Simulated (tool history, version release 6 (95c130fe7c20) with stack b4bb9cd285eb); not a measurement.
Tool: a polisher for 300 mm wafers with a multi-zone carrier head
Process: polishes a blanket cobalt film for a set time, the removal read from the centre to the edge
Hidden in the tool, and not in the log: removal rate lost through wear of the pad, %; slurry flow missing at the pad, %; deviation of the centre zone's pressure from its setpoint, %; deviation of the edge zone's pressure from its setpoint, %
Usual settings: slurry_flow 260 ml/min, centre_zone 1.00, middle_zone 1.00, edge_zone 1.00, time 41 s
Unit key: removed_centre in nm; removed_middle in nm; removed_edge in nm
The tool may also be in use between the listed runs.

| run | hour | slurry_flow | centre_zone | middle_zone | edge_zone | time | wafers since the last listed run | wafers polished on this pad | hours since the slurry nozzle was cleaned | hours since the centre zone pressure was calibrated | hours since the edge zone pressure was calibrated | hours since the carrier head's membrane was replaced | incoming thickness of the incoming film, nm | removed_centre | removed_middle | removed_edge |
|---|---|---|---|---|---|---|---|---|---|---|---|---|---|---|---|---|
| 1 | 0.0 | 260 | 1.00 | 1.00 | 1.00 | 41 | 0 | 1072 | 473.1 | 318.4 | 577.3 | 1142.9 | 768.6 | 305.9 | 330.5 | 312.6 |
| 2 | 52.2 | 260 | 0.90 | 1.00 | 1.11 | 37 | 446 | 1518 | 525.3 | 370.6 | 629.5 | 1195.1 | 771.3 | 256.6 | 298.2 | 301.0 |
|  | 133.2 | edge zone pressure recalibrated |
| 3 | 149.0 | 260 | 1.00 | 1.00 | 1.00 | 41 | 810 | 2328 | 622.1 | 467.4 | 15.8 | 1291.9 | 752.4 | 306.1 | 321.4 | 314.3 |
| 4 | 227.6 | 260 | 1.00 | 1.00 | 1.00 | 41 | 671 | 3000 | 700.7 | 546.0 | 94.4 | 1370.5 | 760.7 | 305.3 | 324.5 | 314.4 |
| 5 | 296.6 | 260 | 1.00 | 1.00 | 1.00 | 41 | 589 | 3589 | 769.7 | 615.0 | 163.4 | 1439.5 | 757.6 | 307.9 | 322.2 | 312.7 |
|  | 337.1 | slurry nozzle cleaned |
| 6 | 370.4 | 220 | 1.00 | 1.10 | 1.00 | 41 | 622 | 4211 | 33.3 | 688.8 | 237.2 | 1513.3 | 786.0 | 305.4 | 340.7 | 306.2 |
|  | 399.5 | carrier head's membrane replaced by a new one |
| 7 | 473.4 | 260 | 1.00 | 1.00 | 1.00 | 28 | 837 | 5049 | 136.3 | 791.8 | 340.2 | 73.9 | 778.2 | 213.9 | 222.4 | 214.0 |
|  | 527.7 | worn pad replaced by a new one |
| 8 | 544.8 | 260 | 1.00 | 1.03 | 1.00 | 41 | 575 | 145 | 207.7 | 863.2 | 411.6 | 145.3 | 760.6 | 309.8 | 327.5 | 320.6 |
| 9 | 618.0 | 260 | 1.00 | 1.00 | 1.00 | 41 | 625 | 771 | 280.9 | 936.4 | 484.8 | 218.5 | 774.7 | 312.2 | 325.6 | 313.1 |
| 10 | 713.5 | 315 | 1.00 | 1.05 | 1.07 | 55 | 816 | 1587 | 376.4 | 1031.9 | 580.3 | 314.0 | 773.3 | 427.9 | 450.2 | 433.6 |
| 11 | 752.2 | 260 | 0.94 | 1.00 | 1.00 | 41 | 330 | 1918 | 415.1 | 1070.6 | 619.0 | 352.7 | 764.5 | 286.8 | 325.7 | 312.5 |
| 12 | 821.5 | 260 | 1.00 | 1.00 | 0.93 | 50 | 592 | 2510 | 484.4 | 1139.9 | 688.3 | 422.0 | 773.9 | 375.6 | 389.7 | 373.8 |
| 13 | 891.6 | 220 | 1.00 | 1.10 | 1.00 | 41 | 599 | 3109 | 554.5 | 1210.0 | 758.4 | 492.1 | 769.4 | 307.1 | 339.8 | 298.8 |
|  | 962.5 | edge zone pressure recalibrated |
|  | 973.7 | centre zone pressure recalibrated |
| 14 | 1092.3 | 260 | 1.11 | 1.00 | 0.96 | 30 | 1680 | 4790 | 755.2 | 118.6 | 129.8 | 692.8 | 773.7 | 252.5 | 238.3 | 227.2 |
|  | 1101.0 | slurry nozzle cleaned |
| 15 | 1153.0 | 260 | 1.00 | 1.08 | 0.89 | 41 | 510 | 5300 | 52.0 | 179.3 | 190.5 | 753.5 | 781.1 | 312.4 | 340.8 | 291.9 |
| 16 | 1204.5 | 260 | 1.00 | 1.00 | 1.00 | 41 | 440 | 5740 | 103.5 | 230.8 | 242.0 | 805.0 | 770.6 | 305.6 | 327.8 | 318.3 |
| 17 | 1251.3 | 220 | 1.00 | 0.95 | 1.10 | 41 | 399 | 6140 | 150.3 | 277.6 | 288.8 | 851.8 | 772.6 | 305.7 | 304.0 | 319.8 |
| 18 | 1325.4 | 260 | 1.08 | 1.09 | 1.00 | 41 | 633 | 6773 | 224.4 | 351.7 | 362.9 | 925.9 | 758.2 | 333.8 | 349.5 | 313.6 |
|  | 1331.8 | worn pad replaced by a new one |
| 19 | 1558.0 | 260 | 1.00 | 1.00 | 1.00 | 41 | 1953 | 1932 | 457.0 | 584.3 | 595.5 | 1158.5 | 772.1 | 309.7 | 327.2 | 311.8 |
| 20 | 1656.1 | 260 | 0.94 | 1.00 | 1.00 | 41 | 838 | 2771 | 555.1 | 682.4 | 693.6 | 1256.6 | 772.5 | 291.0 | 325.5 | 316.5 |

Run 21 is up next; what results do you expect?
|  | 1735.5 | edge zone pressure recalibrated |
| 21 | 1755.3 | 260 | 1.00 | 1.11 | 1.04 | 32 | 830 | 3601 | 654.3 | 781.6 | 19.8 | 1355.8 | 760.3 | ? | ? | ? |

removed_centre: 243.0 nm
removed_middle: 275.4 nm
removed_edge: 252.6 nm
With no hidden state in the tool, this same run would have given removed_centre 243.0 nm, removed_middle 275.4 nm, removed_edge 252.6 nm.

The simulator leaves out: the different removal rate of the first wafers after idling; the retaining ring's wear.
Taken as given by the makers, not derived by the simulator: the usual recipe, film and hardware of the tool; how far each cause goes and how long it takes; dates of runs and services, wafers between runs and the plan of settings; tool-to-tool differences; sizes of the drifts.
